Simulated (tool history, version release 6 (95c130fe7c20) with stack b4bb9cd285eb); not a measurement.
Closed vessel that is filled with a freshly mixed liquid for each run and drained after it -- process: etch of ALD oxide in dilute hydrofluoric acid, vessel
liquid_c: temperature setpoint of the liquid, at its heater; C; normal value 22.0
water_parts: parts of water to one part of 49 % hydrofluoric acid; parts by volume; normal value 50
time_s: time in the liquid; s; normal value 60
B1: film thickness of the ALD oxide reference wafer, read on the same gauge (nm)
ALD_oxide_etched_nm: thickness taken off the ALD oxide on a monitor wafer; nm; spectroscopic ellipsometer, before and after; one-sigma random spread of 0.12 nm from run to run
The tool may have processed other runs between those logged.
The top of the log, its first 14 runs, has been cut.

run 15 hour=344.0 | liquid_c=22.0 water_parts=50 time_s=60 | B1=150.01 | ALD_oxide_etched_nm=21.65
run 16 hour=364.1 | liquid_c=22.0 water_parts=50 time_s=70 | B1=149.98 | ALD_oxide_etched_nm=25.45
run 17 hour=381.5 | liquid_c=27.0 water_parts=65 time_s=30 | B1=149.96 | ALD_oxide_etched_nm=9.99
run 18 hour=413.3 | liquid_c=19.0 water_parts=60 time_s=70 | B1=150.04 | ALD_oxide_etched_nm=18.45
run 19 hour=444.4 | liquid_c=22.0 water_parts=50 time_s=60 | B1=150.01 | ALD_oxide_etched_nm=21.54
run 20 hour=473.4 | liquid_c=19.5 water_parts=55 time_s=60 | B1=150.01 | ALD_oxide_etched_nm=17.71
run 21 hour=487.0 | liquid_c=27.0 water_parts=50 time_s=85 | B1=150.00 | ALD_oxide_etched_nm=37.89
run 22 hour=505.4 | liquid_c=20.5 water_parts=60 time_s=40 | B1=150.01 | ALD_oxide_etched_nm=11.29
run 23 hour=529.8 | liquid_c=22.0 water_parts=50 time_s=60 | B1=150.00 | ALD_oxide_etched_nm=22.09
run 24 hour=551.4 | liquid_c=22.0 water_parts=55 time_s=60 | B1=149.98 | ALD_oxide_etched_nm=19.81
run 25 hour=566.1 | liquid_c=22.0 water_parts=35 time_s=60 | B1=149.98 | ALD_oxide_etched_nm=32.03
run 26 hour=580.1 | liquid_c=22.0 water_parts=65 time_s=60 | B1=150.04 | ALD_oxide_etched_nm=16.56
run 27 hour=605.8 | liquid_c=25.5 water_parts=40 time_s=35 | B1=150.03 | ALD_oxide_etched_nm=18.70
run 28 hour=654.5 | liquid_c=17.5 water_parts=35 time_s=40 | B1=149.98 | ALD_oxide_etched_nm=17.68
run 29 hour=674.5 | liquid_c=20.5 water_parts=50 time_s=60 | B1=150.00 | ALD_oxide_etched_nm=20.75
-- hour=684.4 hydrofluoric acid flow meter replaced
run 30 hour=687.3 | liquid_c=22.0 water_parts=50 time_s=60 | B1=150.01 | ALD_oxide_etched_nm=20.94
run 31 hour=700.3 | liquid_c=22.0 water_parts=45 time_s=60 | B1=150.01 | ALD_oxide_etched_nm=23.39
run 32 hour=715.5 | liquid_c=22.0 water_parts=50 time_s=45 | B1=150.00 | ALD_oxide_etched_nm=15.68
run 33 hour=736.2 | liquid_c=27.0 water_parts=50 time_s=85 | B1=149.95 | ALD_oxide_etched_nm=36.46
run 34 hour=753.1 | liquid_c=22.0 water_parts=45 time_s=40 | B1=150.02 | ALD_oxide_etched_nm=15.73
run 35 hour=776.3 | liquid_c=25.0 water_parts=35 time_s=90 | B1=149.97 | ALD_oxide_etched_nm=52.34

Here are 3 independent what-if runs from the current tool condition. What would each one return?
run A hour=777.0 | liquid_c=22.0 water_parts=60 time_s=60 | B1=? | ALD_oxide_etched_nm=?
run B hour=777.0 | liquid_c=20.5 water_parts=35 time_s=30 | B1=? | ALD_oxide_etched_nm=?
run C hour=777.0 | liquid_c=25.5 water_parts=50 time_s=45 | B1=? | ALD_oxide_etched_nm=?

run=A B1=149.99 ALD_oxide_etched_nm=17.54
run=B B1=149.99 ALD_oxide_etched_nm=14.53
run=C B1=149.99 ALD_oxide_etched_nm=18.48
Without the tool's hidden state the same runs would have given:
run=A ALD_oxide_etched_nm=18.00
run=B ALD_oxide_etched_nm=14.94
run=C ALD_oxide_etched_nm=18.95
